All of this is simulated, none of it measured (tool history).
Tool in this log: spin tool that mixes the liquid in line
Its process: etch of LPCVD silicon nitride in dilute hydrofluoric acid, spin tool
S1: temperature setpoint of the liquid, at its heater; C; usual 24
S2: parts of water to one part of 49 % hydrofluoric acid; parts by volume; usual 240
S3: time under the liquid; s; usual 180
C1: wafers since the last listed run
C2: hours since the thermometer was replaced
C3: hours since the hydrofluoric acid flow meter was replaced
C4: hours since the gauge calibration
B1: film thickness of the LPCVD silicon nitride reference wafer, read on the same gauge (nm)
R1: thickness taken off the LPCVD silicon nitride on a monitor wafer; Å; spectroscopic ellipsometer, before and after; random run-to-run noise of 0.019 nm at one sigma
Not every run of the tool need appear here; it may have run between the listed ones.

Run 1, day 0: usual settings; C1 0; C2 351.5; C3 1458.3; C4 787.6; B1 49.992. Result: R1 3.19 Å.
Run 2, day 2.792: usual settings; C1 564; C2 418.5; C3 1525.3; C4 854.6; B1 50.018. Result: R1 3.34 Å.
Run 3, day 4.188: usual settings; C1 282; C2 452; C3 1558.8; C4 888.1; B1 49.987. Result: R1 2.93 Å.
Run 4, day 6.279: usual settings; C1 422; C2 502.2; C3 1609; C4 938.3; B1 49.965. Result: R1 3.18 Å.
Run 5, day 8.471: usual settings; C1 443; C2 554.8; C3 1661.6; C4 990.9; B1 49.995. Result: R1 2.95 Å.
Run 6, day 15.196: usual settings; C1 1359; C2 716.2; C3 1823; C4 1152.3; B1 50.013. Result: R1 3.09 Å.
At day 15.633: hydrofluoric acid flow meter replaced.
Run 7, day 17.542: usual settings; C1 465; C2 772.5; C3 45.8; C4 1208.6; B1 49.991. Result: R1 2.93 Å.
At day 19.75: gauge calibrated.
Run 8, day 20.492: usual settings; C1 596; C2 843.3; C3 116.6; C4 17.8; B1 50.003. Result: R1 3.06 Å.
Run 9, day 22.879: usual settings; C1 482; C2 900.6; C3 173.9; C4 75.1; B1 49.995. Result: R1 3.01 Å.
Run 10, day 24.746: usual settings but S1 19 C, S2 185 parts by volume, S3 245 s; C1 377; C2 945.4; C3 218.7; C4 119.9; B1 50.001. Result: R1 3.81 Å.
Run 11, day 26.371: usual settings but S1 28.5 C, S3 220 s; C1 328; C2 984.4; C3 257.7; C4 158.9; B1 50.012. Result: R1 5.19 Å.
At day 26.683: thermometer replaced.
Run 12, day 27.517: usual settings but S3 280 s; C1 223; C2 20; C3 285.2; C4 186.4; B1 50.035. Result: R1 5.04 Å.
Run 13, day 29.583: usual settings but S2 355 parts by volume; C1 417; C2 69.6; C3 334.8; C4 236; B1 49.97. Result: R1 2 Å.
Run 14, day 31.067: usual settings; C1 299; C2 105.2; C3 370.4; C4 271.6; B1 50.005. Result: R1 2.86 Å.
Run 15, day 32.846: usual settings; C1 359; C2 147.9; C3 413.1; C4 314.3; B1 49.981. Result: R1 3.22 Å.
Run 16, day 34.867: usual settings but S1 22.5 C, S2 335 parts by volume, S3 115 s; C1 408; C2 196.4; C3 461.6; C4 362.8; B1 50.003. Result: R1 1.44 Å.
Run 17, day 37.396: usual settings but S2 350 parts by volume; C1 511; C2 257.1; C3 522.3; C4 423.5; B1 50.008. Result: R1 1.94 Å.
Run 18, day 39: usual settings but S3 105 s; C1 324; C2 295.6; C3 560.8; C4 462; B1 49.988. Result: R1 1.71 Å.

How the hidden state differs across the entries between the runs, from the last listed run before each to the first after it:
Logged between run 6 and run 7: hydrofluoric acid flow meter replaced (day 15.633)
  the hidden state is the same at both runs
Logged between run 7 and run 8: gauge calibrated (day 19.75)
  the hidden state is the same at both runs
Logged between run 11 and run 12: thermometer replaced (day 26.683)
  the hidden state is the same at both runs

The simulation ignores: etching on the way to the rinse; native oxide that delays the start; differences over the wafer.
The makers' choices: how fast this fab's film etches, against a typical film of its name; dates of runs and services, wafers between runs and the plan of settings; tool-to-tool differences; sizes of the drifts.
